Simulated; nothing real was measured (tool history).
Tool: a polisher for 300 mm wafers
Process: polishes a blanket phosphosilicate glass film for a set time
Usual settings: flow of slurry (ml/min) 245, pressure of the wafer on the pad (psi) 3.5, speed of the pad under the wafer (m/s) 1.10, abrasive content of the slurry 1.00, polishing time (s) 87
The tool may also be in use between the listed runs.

| run | day | flow of slurry (ml/min) | pressure of the wafer on the pad (psi) | speed of the pad under the wafer (m/s) | abrasive content of the slurry | polishing time (s) | wafers since the last listed run | wafers polished on this pad | hours since the slurry nozzle was cleaned | hours since the head pressure was calibrated | hours since the slurry blender was calibrated | hours since the conditioning disc was replaced | incoming thickness of the incoming film, nm | film removed (angstrom) |
|---|---|---|---|---|---|---|---|---|---|---|---|---|---|---|
| 1 | 0.000 | 245 | 3.5 | 1.10 | 1.00 | 87 | 0 | 1066 | 43.3 | 393.7 | 302.8 | 213.2 | 3623.5 | 8552 |
|  | 0.200 | worn pad replaced by a new one |
| 2 | 1.017 | 245 | 3.5 | 1.10 | 1.00 | 87 | 260 | 250 | 67.7 | 418.1 | 327.2 | 237.6 | 3622.0 | 8374 |
|  | 2.238 | conditioning disc replaced and pad reconditioned |
| 3 | 2.304 | 245 | 3.5 | 1.10 | 1.00 | 87 | 369 | 619 | 98.6 | 449.0 | 358.1 | 1.6 | 3640.8 | 8018 |
| 4 | 3.258 | 275 | 3.5 | 1.10 | 1.00 | 87 | 292 | 912 | 121.5 | 471.9 | 381.0 | 24.5 | 3565.7 | 8345 |
|  | 3.912 | worn pad replaced by a new one |
| 5 | 4.000 | 275 | 3.5 | 1.10 | 1.00 | 87 | 176 | 27 | 139.3 | 489.7 | 398.8 | 42.3 | 3513.0 | 8225 |
| 6 | 4.546 | 245 | 3.5 | 1.10 | 1.00 | 87 | 167 | 194 | 152.4 | 502.8 | 411.9 | 55.4 | 3516.8 | 8047 |
|  | 7.325 | worn pad replaced by a new one |
| 7 | 7.908 | 245 | 3.5 | 1.10 | 1.15 | 87 | 980 | 178 | 233.1 | 583.5 | 492.6 | 136.1 | 3616.5 | 8044 |
| 8 | 9.233 | 245 | 3.5 | 1.10 | 1.15 | 87 | 406 | 585 | 264.9 | 615.3 | 524.4 | 167.9 | 3558.0 | 8004 |
| 9 | 9.738 | 245 | 3.5 | 1.10 | 1.00 | 106 | 154 | 740 | 277.0 | 627.4 | 536.5 | 180.0 | 3575.7 | 9020 |
|  | 10.467 | slurry blender recalibrated |
| 10 | 10.979 | 245 | 3.5 | 1.10 | 0.85 | 87 | 355 | 1095 | 306.8 | 657.2 | 12.3 | 209.8 | 3564.4 | 7681 |
|  | 11.100 | slurry nozzle cleaned |
|  | 11.592 | worn pad replaced by a new one |
| 11 | 11.642 | 245 | 3.5 | 1.10 | 1.00 | 87 | 139 | 15 | 13.0 | 673.1 | 28.2 | 225.7 | 3518.0 | 8886 |
|  | 11.808 | conditioning disc replaced and pad reconditioned |
|  | 12.121 | head pressure recalibrated |
| 12 | 12.871 | 245 | 3.5 | 1.10 | 1.00 | 87 | 326 | 341 | 42.5 | 18.0 | 57.7 | 25.5 | 3576.6 | 8925 |
| 13 | 13.738 | 245 | 3.5 | 1.38 | 1.10 | 99 | 265 | 607 | 63.3 | 38.8 | 78.5 | 46.3 | 3611.5 | 12642 |
| 14 | 14.992 | 245 | 3.5 | 0.92 | 1.00 | 87 | 384 | 992 | 93.4 | 68.9 | 108.6 | 76.4 | 3540.5 | 7530 |
|  | 15.604 | worn pad replaced by a new one |
| 15 | 16.379 | 245 | 4.2 | 1.38 | 1.00 | 74 | 374 | 237 | 126.7 | 102.2 | 141.9 | 109.7 | 3511.3 | 10600 |
| 16 | 17.871 | 245 | 4.6 | 1.10 | 1.00 | 98 | 457 | 695 | 162.5 | 138.0 | 177.7 | 145.5 | 3571.7 | 12321 |
| 17 | 19.121 | 245 | 4.3 | 1.10 | 0.75 | 87 | 383 | 1078 | 192.5 | 168.0 | 207.7 | 175.5 | 3543.1 | 8614 |

Forecast each of these 3 alternatives for the next run:
| A | 19.138 | 245 | 3.5 | 1.10 | 1.00 | 87 | 5 | 1083 | 192.9 | 168.4 | 208.1 | 175.9 | 3571.7 | ? |
| B | 19.138 | 245 | 3.1 | 1.10 | 1.00 | 87 | 5 | 1083 | 192.9 | 168.4 | 208.1 | 175.9 | 3571.7 | ? |
| C | 19.138 | 245 | 4.2 | 1.10 | 1.20 | 87 | 5 | 1083 | 192.9 | 168.4 | 208.1 | 175.9 | 3571.7 | ? |

| run | film removed (angstrom) |
|---|---|
| A | 8183 |
| B | 7248 |
| C | 10746 |
Without the tool's hidden state the same runs would have given:
| run | film removed (angstrom) |
|---|---|
| A | 8975 |
| B | 7949 |
| C | 11749 |

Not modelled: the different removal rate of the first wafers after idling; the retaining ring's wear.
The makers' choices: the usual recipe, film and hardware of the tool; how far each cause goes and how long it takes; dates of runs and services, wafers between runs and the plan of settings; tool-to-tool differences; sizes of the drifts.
